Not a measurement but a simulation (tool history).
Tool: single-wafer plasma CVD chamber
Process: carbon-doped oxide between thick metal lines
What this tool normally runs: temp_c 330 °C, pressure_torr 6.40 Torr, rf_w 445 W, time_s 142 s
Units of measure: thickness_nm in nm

run     day  temp_c  pressure_torr  rf_w  time_s  read-back reference wafer on the same gauge, thickness_nm  thickness_nm
  1   0.000     330           6.72   390     142                                                    906.071       691.950
  2   0.596     330           6.72   390     142                                                    905.741       691.068
  3   2.092     330           6.40   445     142                                                    906.154       738.636
  4   3.025     330           6.40   445     142                                                    905.929       738.667
  5   4.512     330           6.40   445     136                                                    905.683       703.257
  6   5.679     330           6.40   445     136                                                    906.160       703.875
  7   6.675     330           6.40   445     136                                                    905.626       702.111
  8   7.712     330           6.40   445     142                                                    905.938       733.420
  9   8.496     330           6.40   445     142                                                    905.779       729.412
      9.604  -- gauge calibrated
      9.925  -- thermocouple changed; heater temperature recalibrated
 10   9.946     338           6.40   445     142                                                    906.260       714.790
 11  10.558     338           6.40   445     142                                                    906.088       715.353
     11.004  -- showerhead replaced
 12  11.892     330           6.40   445     142                                                    905.877       729.999
 13  13.296     330           6.40   480     162                                                    906.035       868.773
 14  14.262     330           6.40   445     142                                                    905.753       724.770
 15  15.067     330           7.29   445     149                                                    906.002       773.603
 16  15.829     330           6.40   445     165                                                    905.803       840.866
     16.188  -- capacitance manometer re-zeroed and calibrated
     16.204  -- RF generator calibrated
 17  17.183     323           7.51   415     157                                                    905.845       842.466
 18  18.246     330           6.40   520     142                                                    905.974       824.360
 19  18.988     330           6.84   445     120                                                    906.030       648.180
 20  20.408     330           6.40   445     142                                                    905.857       761.423
 21  21.096     319           5.53   445     142                                                    905.927       765.119
 22  22.071     322           6.40   420     142                                                    906.051       753.800
 23  23.375     330           6.40   445     142                                                    906.057       758.588

The logged runs with the hidden state left out (each run's random variation unchanged):
Hidden conditions of the tool in this case: wafer temperature above the value expected at the setpoint (K); delivered RF power above the setpoint (%); true pressure above the setpoint (%); gauge reads high (%).
run  thickness_nm
  1       714.782
  2       714.388
  3       766.505
  4       767.443
  5       732.059
  6       733.836
  7       732.982
  8       766.761
  9       763.406
 10       749.652
 11       750.911
 12       767.798
 13       912.108
 14       765.068
 15       814.058
 16       889.825
 17       845.658
 18       829.563
 19       651.281
 20       767.669
 21       773.678
 22       760.970
 23       766.564
